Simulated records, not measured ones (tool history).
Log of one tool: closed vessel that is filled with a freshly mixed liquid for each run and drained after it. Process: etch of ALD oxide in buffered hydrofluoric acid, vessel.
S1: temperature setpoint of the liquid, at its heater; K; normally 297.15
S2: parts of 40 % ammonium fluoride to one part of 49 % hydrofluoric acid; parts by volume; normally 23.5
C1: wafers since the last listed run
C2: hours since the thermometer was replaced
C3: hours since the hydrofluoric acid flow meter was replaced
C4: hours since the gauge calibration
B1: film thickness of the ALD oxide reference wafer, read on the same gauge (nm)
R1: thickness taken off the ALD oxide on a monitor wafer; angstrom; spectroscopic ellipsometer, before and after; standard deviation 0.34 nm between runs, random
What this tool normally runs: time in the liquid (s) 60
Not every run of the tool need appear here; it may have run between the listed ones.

{"run": 1, "hour": 0.0, "S1": 295.15, "S2": 23.5, "time in the liquid (s)": 60, "C1": 0, "C2": 217.8, "C3": 948, "C4": 156.4, "B1": 90.54, "R1": 531.2}
{"run": 2, "hour": 31.9, "S1": 295.15, "S2": 23.5, "time in the liquid (s)": 60, "C1": 4380, "C2": 249.7, "C3": 979.9, "C4": 188.3, "B1": 90.7, "R1": 532}
{"run": 3, "hour": 79.5, "S1": 295.15, "S2": 23.5, "time in the liquid (s)": 60, "C1": 6536, "C2": 297.3, "C3": 1027.5, "C4": 235.9, "B1": 90.79, "R1": 532.7}
{"run": 4, "hour": 224.9, "S1": 301.15, "S2": 23.5, "time in the liquid (s)": 60, "C1": 19966, "C2": 442.7, "C3": 1172.9, "C4": 381.3, "B1": 91.26, "R1": 735.6}
{"run": 5, "hour": 285.7, "S1": 297.15, "S2": 23.5, "time in the liquid (s)": 60, "C1": 8349, "C2": 503.5, "C3": 1233.7, "C4": 442.1, "B1": 91.38, "R1": 600.9}
{"run": 6, "hour": 327.7, "S1": 297.15, "S2": 23.5, "time in the liquid (s)": 60, "C1": 5767, "C2": 545.5, "C3": 1275.7, "C4": 484.1, "B1": 91.45, "R1": 603.5}
{"run": 7, "hour": 368.6, "S1": 297.15, "S2": 23.5, "time in the liquid (s)": 60, "C1": 5616, "C2": 586.4, "C3": 1316.6, "C4": 525, "B1": 91.51, "R1": 593.6}
{"hour": 412.4, "done": "thermometer replaced"}
{"run": 8, "hour": 550.9, "S1": 297.15, "S2": 23.5, "time in the liquid (s)": 60, "C1": 24896, "C2": 138.5, "C3": 1498.9, "C4": 707.3, "B1": 91.75, "R1": 600.6}
{"hour": 562.5, "done": "hydrofluoric acid flow meter replaced"}
{"run": 9, "hour": 734.8, "S1": 297.15, "S2": 23.5, "time in the liquid (s)": 60, "C1": 25115, "C2": 322.4, "C3": 172.3, "C4": 891.2, "B1": 91.89, "R1": 597.8}
{"run": 10, "hour": 767.5, "S1": 297.15, "S2": 23.5, "time in the liquid (s)": 40, "C1": 4490, "C2": 355.1, "C3": 205, "C4": 923.9, "B1": 91.88, "R1": 399.6}
{"run": 11, "hour": 795.3, "S1": 297.15, "S2": 23.5, "time in the liquid (s)": 40, "C1": 3817, "C2": 382.9, "C3": 232.8, "C4": 951.7, "B1": 91.87, "R1": 395.5}
{"run": 12, "hour": 839.6, "S1": 297.15, "S2": 23.5, "time in the liquid (s)": 60, "C1": 6083, "C2": 427.2, "C3": 277.1, "C4": 996, "B1": 91.93, "R1": 599}
{"run": 13, "hour": 889.9, "S1": 297.15, "S2": 23.5, "time in the liquid (s)": 60, "C1": 6907, "C2": 477.5, "C3": 327.4, "C4": 1046.3, "B1": 91.96, "R1": 605.4}
{"run": 14, "hour": 927.8, "S1": 297.15, "S2": 23.5, "time in the liquid (s)": 60, "C1": 5204, "C2": 515.4, "C3": 365.3, "C4": 1084.2, "B1": 91.99, "R1": 597.6}
{"run": 15, "hour": 959.0, "S1": 294.65, "S2": 20.5, "time in the liquid (s)": 60, "C1": 4284, "C2": 546.6, "C3": 396.5, "C4": 1115.4, "B1": 91.95, "R1": 576.3}
{"run": 16, "hour": 994.5, "S1": 297.15, "S2": 18, "time in the liquid (s)": 60, "C1": 4874, "C2": 582.1, "C3": 432, "C4": 1150.9, "B1": 91.99, "R1": 749.3}
{"run": 17, "hour": 1060.5, "S1": 297.15, "S2": 23.5, "time in the liquid (s)": 75, "C1": 9063, "C2": 648.1, "C3": 498, "C4": 1216.9, "B1": 91.98, "R1": 756.8}
{"hour": 1080.6, "done": "thermometer replaced"}
{"hour": 1090.2, "done": "gauge calibrated"}
{"run": 18, "hour": 1099.9, "S1": 294.15, "S2": 29.5, "time in the liquid (s)": 75, "C1": 5273, "C2": 19.3, "C3": 537.4, "C4": 9.7, "B1": 89.86, "R1": 531.6}
{"run": 19, "hour": 1158.4, "S1": 297.15, "S2": 23.5, "time in the liquid (s)": 60, "C1": 8033, "C2": 77.8, "C3": 595.9, "C4": 68.2, "B1": 90.22, "R1": 595.7}
{"run": 20, "hour": 1211.5, "S1": 292.65, "S2": 14.5, "time in the liquid (s)": 60, "C1": 7291, "C2": 130.9, "C3": 649, "C4": 121.3, "B1": 90.47, "R1": 705.7}
{"run": 21, "hour": 1255.2, "S1": 297.15, "S2": 15.5, "time in the liquid (s)": 60, "C1": 6000, "C2": 174.6, "C3": 692.7, "C4": 165, "B1": 90.66, "R1": 858.1}
{"run": 22, "hour": 1397.1, "S1": 297.15, "S2": 23.5, "time in the liquid (s)": 60, "C1": 19485, "C2": 316.5, "C3": 834.6, "C4": 306.9, "B1": 91.12, "R1": 590.9}
{"run": 23, "hour": 1445.1, "S1": 292.65, "S2": 26, "time in the liquid (s)": 30, "C1": 6591, "C2": 364.5, "C3": 882.6, "C4": 354.9, "B1": 91.22, "R1": 217.5}
{"run": 24, "hour": 1501.7, "S1": 293.65, "S2": 18.5, "time in the liquid (s)": 60, "C1": 7772, "C2": 421.1, "C3": 939.2, "C4": 411.5, "B1": 91.32, "R1": 596.2}
{"run": 25, "hour": 1563.7, "S1": 302.15, "S2": 23.5, "time in the liquid (s)": 85, "C1": 8513, "C2": 483.1, "C3": 1001.2, "C4": 473.5, "B1": 91.44, "R1": 1112.8}
{"run": 26, "hour": 1633.5, "S1": 297.15, "S2": 23.5, "time in the liquid (s)": 60, "C1": 9584, "C2": 552.9, "C3": 1071, "C4": 543.3, "B1": 91.58, "R1": 601.6}
{"run": 27, "hour": 1688.3, "S1": 294.65, "S2": 30, "time in the liquid (s)": 30, "C1": 7525, "C2": 607.7, "C3": 1125.8, "C4": 598.1, "B1": 91.62, "R1": 220.9}
{"run": 28, "hour": 1723.1, "S1": 299.65, "S2": 30, "time in the liquid (s)": 35, "C1": 4778, "C2": 642.5, "C3": 1160.6, "C4": 632.9, "B1": 91.68, "R1": 339.6}
{"run": 29, "hour": 1761.6, "S1": 293.15, "S2": 18, "time in the liquid (s)": 80, "C1": 5286, "C2": 681, "C3": 1199.1, "C4": 671.4, "B1": 91.73, "R1": 791.6}

Branching from run 29: 4 alternative next runs. What would each branch give?
{"run": "A", "hour": 1762.3, "S1": 297.15, "S2": 23.5, "time in the liquid (s)": 70, "C1": 96, "C2": 681.7, "C3": 1199.8, "C4": 672.1, "B1": "?", "R1": "?"}
{"run": "B", "hour": 1762.3, "S1": 300.15, "S2": 30, "time in the liquid (s)": 90, "C1": 96, "C2": 681.7, "C3": 1199.8, "C4": 672.1, "B1": "?", "R1": "?"}
{"run": "C", "hour": 1762.3, "S1": 297.15, "S2": 23.5, "time in the liquid (s)": 80, "C1": 96, "C2": 681.7, "C3": 1199.8, "C4": 672.1, "B1": "?", "R1": "?"}
{"run": "D", "hour": 1762.3, "S1": 300.15, "S2": 23.5, "time in the liquid (s)": 60, "C1": 96, "C2": 681.7, "C3": 1199.8, "C4": 672.1, "B1": "?", "R1": "?"}

run=A B1=91.67 R1=701.9
run=B B1=91.67 R1=898.5
run=C B1=91.67 R1=802.1
run=D B1=91.67 R1=708.1
Had the tool no hidden state, the same runs would have come out as:
run=A R1=688.7
run=B R1=881.6
run=C R1=787
run=D R1=694.8

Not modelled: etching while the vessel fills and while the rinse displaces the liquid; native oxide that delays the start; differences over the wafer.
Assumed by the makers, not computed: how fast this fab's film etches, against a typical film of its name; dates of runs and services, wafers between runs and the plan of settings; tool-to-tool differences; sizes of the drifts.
